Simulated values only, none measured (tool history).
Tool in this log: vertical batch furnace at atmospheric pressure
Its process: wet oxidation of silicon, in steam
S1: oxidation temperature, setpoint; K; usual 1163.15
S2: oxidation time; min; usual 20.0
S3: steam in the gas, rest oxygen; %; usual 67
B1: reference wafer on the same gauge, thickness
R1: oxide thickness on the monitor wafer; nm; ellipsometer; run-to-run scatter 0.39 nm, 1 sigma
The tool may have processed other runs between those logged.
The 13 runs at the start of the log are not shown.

run 14 hour=978.9 | S1=1163.15 S2=20.0 S3=67 | B1=66.21 | R1=69.37
run 15 hour=1045.7 | S1=1183.15 S2=20.0 S3=63 | B1=66.18 | R1=77.71
run 16 hour=1135.2 | S1=1176.15 S2=20.0 S3=76 | B1=65.90 | R1=80.73
run 17 hour=1226.4 | S1=1163.15 S2=20.0 S3=67 | B1=65.91 | R1=68.86
run 18 hour=1320.6 | S1=1141.15 S2=20.0 S3=67 | B1=66.06 | R1=60.00
run 19 hour=1417.9 | S1=1163.15 S2=13.5 S3=67 | B1=66.08 | R1=58.82
run 20 hour=1519.7 | S1=1185.15 S2=24.5 S3=67 | B1=65.99 | R1=90.44
run 21 hour=1599.3 | S1=1150.15 S2=20.0 S3=67 | B1=66.16 | R1=62.91
run 22 hour=1673.2 | S1=1163.15 S2=28.5 S3=67 | B1=66.18 | R1=81.07
run 23 hour=1730.3 | S1=1152.15 S2=20.0 S3=76 | B1=66.06 | R1=67.22
run 24 hour=1783.8 | S1=1163.15 S2=24.0 S3=67 | B1=66.09 | R1=75.23
run 25 hour=1822.4 | S1=1185.15 S2=24.5 S3=67 | B1=65.98 | R1=90.21
run 26 hour=1926.6 | S1=1163.15 S2=20.0 S3=67 | B1=66.12 | R1=68.68
run 27 hour=2011.2 | S1=1163.15 S2=20.0 S3=67 | B1=66.30 | R1=67.93
-- hour=2199.0 gauge calibrated
run 28 hour=2211.5 | S1=1163.15 S2=20.0 S3=67 | B1=66.26 | R1=69.05
run 29 hour=2376.7 | S1=1138.15 S2=20.0 S3=62 | B1=66.12 | R1=56.72
run 30 hour=2465.0 | S1=1156.15 S2=20.0 S3=59 | B1=66.01 | R1=61.87
run 31 hour=2571.4 | S1=1163.15 S2=20.0 S3=67 | B1=66.21 | R1=68.73
run 32 hour=2623.8 | S1=1142.15 S2=17.0 S3=67 | B1=66.06 | R1=56.74
run 33 hour=2667.9 | S1=1142.15 S2=13.0 S3=78 | B1=65.97 | R1=54.44
run 34 hour=2744.6 | S1=1182.15 S2=12.0 S3=62 | B1=66.07 | R1=61.35
run 35 hour=2787.2 | S1=1163.15 S2=20.0 S3=63 | B1=66.06 | R1=66.30
run 36 hour=2887.5 | S1=1185.15 S2=24.5 S3=67 | B1=66.14 | R1=88.48
run 37 hour=2943.4 | S1=1163.15 S2=12.5 S3=67 | B1=66.22 | R1=57.03

Each row is a separate what-if for the run after 37, all from the same tool condition, not one after another. Results?
run A hour=2948.0 | S1=1163.15 S2=20.0 S3=67 | B1=? | R1=?
run B hour=2948.0 | S1=1149.15 S2=12.5 S3=67 | B1=? | R1=?
run C hour=2948.0 | S1=1163.15 S2=20.0 S3=57 | B1=? | R1=?
run D hour=2948.0 | S1=1138.15 S2=20.0 S3=67 | B1=? | R1=?
run E hour=2948.0 | S1=1163.15 S2=27.5 S3=58 | B1=? | R1=?

run=A B1=66.01 R1=68.05
run=B B1=66.01 R1=53.39
run=C B1=66.01 R1=63.77
run=D B1=66.01 R1=58.01
run=E B1=66.01 R1=73.47
With the hidden condition removed and each run's random variation left untouched, the same runs would have given:
run=A R1=68.93
run=B R1=53.81
run=C R1=64.52
run=D R1=58.54
run=E R1=74.51
